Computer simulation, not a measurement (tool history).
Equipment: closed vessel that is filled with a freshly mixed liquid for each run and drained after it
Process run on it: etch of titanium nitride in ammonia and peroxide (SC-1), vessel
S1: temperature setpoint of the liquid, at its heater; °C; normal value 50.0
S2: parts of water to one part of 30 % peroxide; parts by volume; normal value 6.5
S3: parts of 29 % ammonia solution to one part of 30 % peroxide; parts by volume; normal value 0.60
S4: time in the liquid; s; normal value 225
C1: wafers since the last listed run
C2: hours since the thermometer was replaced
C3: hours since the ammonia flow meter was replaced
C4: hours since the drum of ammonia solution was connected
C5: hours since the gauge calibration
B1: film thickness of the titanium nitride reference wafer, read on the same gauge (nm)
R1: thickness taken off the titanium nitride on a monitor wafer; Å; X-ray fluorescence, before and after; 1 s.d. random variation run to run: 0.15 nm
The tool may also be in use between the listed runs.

Run 1, hour 0.0: usual settings but S2 7.5 parts by volume; C1 0; C2 1023.0; C3 1880.7; C4 1045.4; C5 810.4; B1 130.01. Result: R1 283.0 Å.
At hour 31.1: new drum of ammonia solution connected.
Run 2, hour 39.0: usual settings; C1 2321; C2 1062.0; C3 1919.7; C4 7.9; C5 849.4; B1 129.97. Result: R1 312.7 Å.
Run 3, hour 104.3: usual settings; C1 3990; C2 1127.3; C3 1985.0; C4 73.2; C5 914.7; B1 130.00. Result: R1 310.7 Å.
Run 4, hour 172.2: usual settings but S3 0.35 parts by volume, S4 175 s; C1 4149; C2 1195.2; C3 2052.9; C4 141.1; C5 982.6; B1 130.00. Result: R1 223.8 Å.
Run 5, hour 229.7: usual settings; C1 3513; C2 1252.7; C3 2110.4; C4 198.6; C5 1040.1; B1 129.95. Result: R1 310.5 Å.
Run 6, hour 265.0: usual settings; C1 2157; C2 1288.0; C3 2145.7; C4 233.9; C5 1075.4; B1 129.98. Result: R1 312.5 Å.
Run 7, hour 303.7: usual settings; C1 2364; C2 1326.7; C3 2184.4; C4 272.6; C5 1114.1; B1 130.01. Result: R1 311.1 Å.
Run 8, hour 330.8: usual settings; C1 1655; C2 1353.8; C3 2211.5; C4 299.7; C5 1141.2; B1 129.99. Result: R1 311.1 Å.
Run 9, hour 398.3: usual settings; C1 4124; C2 1421.3; C3 2279.0; C4 367.2; C5 1208.7; B1 129.99. Result: R1 309.3 Å.
At hour 433.2: thermometer replaced.
Run 10, hour 457.0: usual settings but S3 0.50 parts by volume, S4 150 s; C1 3525; C2 23.8; C3 2337.7; C4 425.9; C5 1267.4; B1 129.97. Result: R1 200.2 Å.
Run 11, hour 481.9: usual settings but S3 0.75 parts by volume, S4 100 s; C1 1521; C2 48.7; C3 2362.6; C4 450.8; C5 1292.3; B1 129.99. Result: R1 142.9 Å.
At hour 531.4: ammonia flow meter replaced.
Run 12, hour 545.7: usual settings; C1 3837; C2 112.5; C3 14.3; C4 514.6; C5 1356.1; B1 130.04. Result: R1 307.7 Å.
Run 13, hour 570.7: usual settings but S2 5.0 parts by volume, S4 100 s; C1 1527; C2 137.5; C3 39.3; C4 539.6; C5 1381.1; B1 129.98. Result: R1 154.7 Å.
Run 14, hour 624.9: usual settings but S1 60.0 °C; C1 3311; C2 191.7; C3 93.5; C4 593.8; C5 1435.3; B1 129.99. Result: R1 601.2 Å.
Run 15, hour 669.0: usual settings but S4 260 s; C1 2694; C2 235.8; C3 137.6; C4 637.9; C5 1479.4; B1 130.06. Result: R1 360.0 Å.
At hour 722.4: gauge calibrated.
Run 16, hour 723.7: usual settings but S2 5.0 parts by volume; C1 3342; C2 290.5; C3 192.3; C4 692.6; C5 1.3; B1 130.00. Result: R1 347.9 Å.
Run 17, hour 788.2: usual settings but S1 53.0 °C, S4 135 s; C1 3941; C2 355.0; C3 256.8; C4 757.1; C5 65.8; B1 129.99. Result: R1 225.5 Å.
Run 18, hour 856.7: usual settings but S1 59.0 °C, S4 115 s; C1 4185; C2 423.5; C3 325.3; C4 825.6; C5 134.3; B1 130.03. Result: R1 291.6 Å.
Run 19, hour 1001.3: usual settings but S2 8.5 parts by volume, S3 0.80 parts by volume, S4 130 s; C1 8835; C2 568.1; C3 469.9; C4 970.2; C5 278.9; B1 130.00. Result: R1 162.4 Å.
Run 20, hour 1025.7: usual settings but S2 9.0 parts by volume, S3 0.75 parts by volume; C1 1490; C2 592.5; C3 494.3; C4 994.6; C5 303.3; B1 130.01. Result: R1 269.6 Å.
At hour 1040.2: new drum of ammonia solution connected.
Run 21, hour 1081.1: usual settings; C1 3324; C2 647.9; C3 549.7; C4 40.9; C5 358.7; B1 129.98. Result: R1 311.1 Å.
Run 22, hour 1113.9: usual settings but S1 47.5 °C, S3 0.80 parts by volume, S4 95 s; C1 2004; C2 680.7; C3 582.5; C4 73.7; C5 391.5; B1 130.02. Result: R1 115.3 Å.
Run 23, hour 1144.7: usual settings but S2 5.0 parts by volume, S3 0.85 parts by volume; C1 1882; C2 711.5; C3 613.3; C4 104.5; C5 422.3; B1 129.98. Result: R1 369.9 Å.
Run 24, hour 1206.6: usual settings but S1 40.0 °C, S4 260 s; C1 3782; C2 773.4; C3 675.2; C4 166.4; C5 484.2; B1 130.03. Result: R1 174.8 Å.
Run 25, hour 1232.8: usual settings; C1 1600; C2 799.6; C3 701.4; C4 192.6; C5 510.4; B1 129.99. Result: R1 309.2 Å.
Run 26, hour 1278.2: usual settings but S1 42.0 °C, S3 0.70 parts by volume, S4 120 s; C1 2774; C2 845.0; C3 746.8; C4 238.0; C5 555.8; B1 129.96. Result: R1 96.2 Å.
Run 27, hour 1339.4: usual settings but S4 320 s; C1 3739; C2 906.2; C3 808.0; C4 299.2; C5 617.0; B1 129.97. Result: R1 441.9 Å.

What if the next run were any one of these 4? Each begins from the tool's condition after run 27:
Run A, hour 1340.1: usual settings; C1 42; C2 906.9; C3 808.7; C4 299.9; C5 617.7; B1 ?. Result: R1 ?.
Run B, hour 1340.1: usual settings but S1 46.0 °C, S4 175 s; C1 42; C2 906.9; C3 808.7; C4 299.9; C5 617.7; B1 ?. Result: R1 ?.
Run C, hour 1340.1: usual settings but S2 5.0 parts by volume, S4 310 s; C1 42; C2 906.9; C3 808.7; C4 299.9; C5 617.7; B1 ?. Result: R1 ?.
Run D, hour 1340.1: usual settings but S2 5.0 parts by volume, S4 145 s; C1 42; C2 906.9; C3 808.7; C4 299.9; C5 617.7; B1 ?. Result: R1 ?.

run      B1     R1
  A  130.00  309.6
  B  130.00  181.6
  C  130.00  482.6
  D  130.00  225.7
Without the tool's unlogged condition, the same runs would have read:
run     R1
  A  312.7
  B  183.4
  C  487.1
  D  227.8

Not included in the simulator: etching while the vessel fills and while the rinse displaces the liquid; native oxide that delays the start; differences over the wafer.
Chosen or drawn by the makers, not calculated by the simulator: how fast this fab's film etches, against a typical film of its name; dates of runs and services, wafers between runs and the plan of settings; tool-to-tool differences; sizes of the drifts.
